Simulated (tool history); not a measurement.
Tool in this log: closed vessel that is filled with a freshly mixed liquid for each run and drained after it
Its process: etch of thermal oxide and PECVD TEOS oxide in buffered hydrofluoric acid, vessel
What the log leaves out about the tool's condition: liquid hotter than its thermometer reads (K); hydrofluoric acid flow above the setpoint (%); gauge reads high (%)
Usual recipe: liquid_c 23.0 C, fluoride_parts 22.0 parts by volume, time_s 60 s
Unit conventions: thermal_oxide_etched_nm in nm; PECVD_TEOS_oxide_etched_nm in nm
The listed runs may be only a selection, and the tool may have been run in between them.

run,hour,liquid_c,fluoride_parts,time_s,wafers since the last listed run,hours since the thermometer was replaced,hours since the hydrofluoric acid flow meter was replaced,hours since the gauge calibration,"read-back film thickness of the thermal oxide reference wafer, read on the same gauge (nm)","read-back film thickness of the PECVD TEOS oxide reference wafer, read on the same gauge (nm)",thermal_oxide_etched_nm,PECVD_TEOS_oxide_etched_nm
1,0.0,23.0,22.0,60,0,396.4,1360.0,410.8,150.02,110.00,40.34,53.53
2,10.1,23.0,22.0,70,1203,406.5,1370.1,420.9,149.98,109.94,47.05,62.40
3,26.3,23.0,22.0,60,1929,422.7,1386.3,437.1,150.01,110.04,40.35,53.08
4,35.5,23.0,22.0,60,1096,431.9,1395.5,446.3,149.99,110.03,40.67,53.37
5,41.5,23.0,22.0,60,714,437.9,1401.5,452.3,150.01,110.03,40.20,53.57
6,49.2,23.0,22.0,60,917,445.6,1409.2,460.0,149.99,110.00,40.50,53.40
7,65.4,23.0,22.0,60,1929,461.8,1425.4,476.2,149.99,110.01,40.66,53.66
8,73.1,18.0,30.0,85,917,469.5,1433.1,483.9,150.00,110.05,35.56,46.60
9,84.9,19.5,19.0,45,1405,481.3,1444.9,495.7,150.01,110.03,29.11,38.36
10,92.0,18.0,30.0,85,845,488.4,1452.0,502.8,150.00,110.01,35.64,46.52
11,109.1,23.0,22.0,90,2037,505.5,1469.1,519.9,150.00,110.03,61.23,81.26
12,124.9,21.5,30.0,30,1882,521.3,1484.9,535.7,150.00,110.04,15.28,20.01
13,132.0,23.0,22.0,60,845,528.4,1492.0,542.8,150.01,110.03,41.41,53.96
# hour 137.1: thermometer replaced
14,146.4,23.0,22.0,60,1596,9.3,1506.4,557.2,150.01,110.03,38.67,51.15
15,173.6,20.5,22.0,60,3240,36.5,1533.6,584.4,150.02,109.98,34.08,44.77
16,187.9,23.0,22.0,60,1703,50.8,1547.9,598.7,150.00,110.03,39.08,51.83
17,194.0,21.5,30.0,70,726,56.9,1554.0,604.8,150.00,110.03,33.93,44.69
# hour 210.2: hydrofluoric acid flow meter replaced
18,210.7,26.5,22.0,70,1870,73.6,0.5,621.5,150.00,109.99,51.33,67.96
19,224.2,27.5,22.0,60,1608,87.1,14.0,635.0,150.01,110.01,46.29,61.78
# hour 224.3: gauge calibrated
20,238.2,19.5,22.0,85,1667,101.1,28.0,13.9,149.98,109.99,42.74,56.52
21,255.7,23.0,22.0,60,2084,118.6,45.5,31.4,150.01,110.01,36.94,48.64
22,266.5,24.5,22.0,45,1286,129.4,56.3,42.2,150.00,110.00,30.10,39.46
23,273.9,23.0,17.5,85,881,136.8,63.7,49.6,150.01,110.01,63.73,83.98
24,322.4,25.0,18.0,80,5777,185.3,112.2,98.1,150.00,110.01,65.43,86.98
25,334.7,19.0,22.0,60,1465,197.6,124.5,110.4,150.00,109.97,29.91,39.24
26,346.5,23.0,22.0,60,1405,209.4,136.3,122.2,150.01,110.02,37.33,48.67

What differs in the tool's unlogged condition from the final listed run ahead of each entry between runs to the first listed run following it?
Logged between run 13 and run 14: thermometer replaced (hour 137.1)
  liquid hotter than its thermometer reads (K): 1.16 -> 0.108; hydrofluoric acid flow above the setpoint (%): 10.3 -> 10.4
  measured result minus the result with no hidden state, thermal_oxide_etched_nm: +5.12 -> +2.81 nm; PECVD_TEOS_oxide_etched_nm: +6.68 -> +3.70 nm
Logged between run 17 and run 18: hydrofluoric acid flow meter replaced (hour 210.2)
  liquid hotter than its thermometer reads (K): 0.192 -> 0.221; hydrofluoric acid flow above the setpoint (%): 10.7 -> 0.257
  measured result minus the result with no hidden state, thermal_oxide_etched_nm: +2.64 -> +0.70 nm; PECVD_TEOS_oxide_etched_nm: +3.47 -> +0.91 nm
Logged between run 19 and run 20: gauge calibrated (hour 224.3)
  liquid hotter than its thermometer reads (K): 0.245 -> 0.269; hydrofluoric acid flow above the setpoint (%): 0.349 -> 0.444
  measured result minus the result with no hidden state, thermal_oxide_etched_nm: +0.70 -> +0.77 nm; PECVD_TEOS_oxide_etched_nm: +0.94 -> +1.02 nm
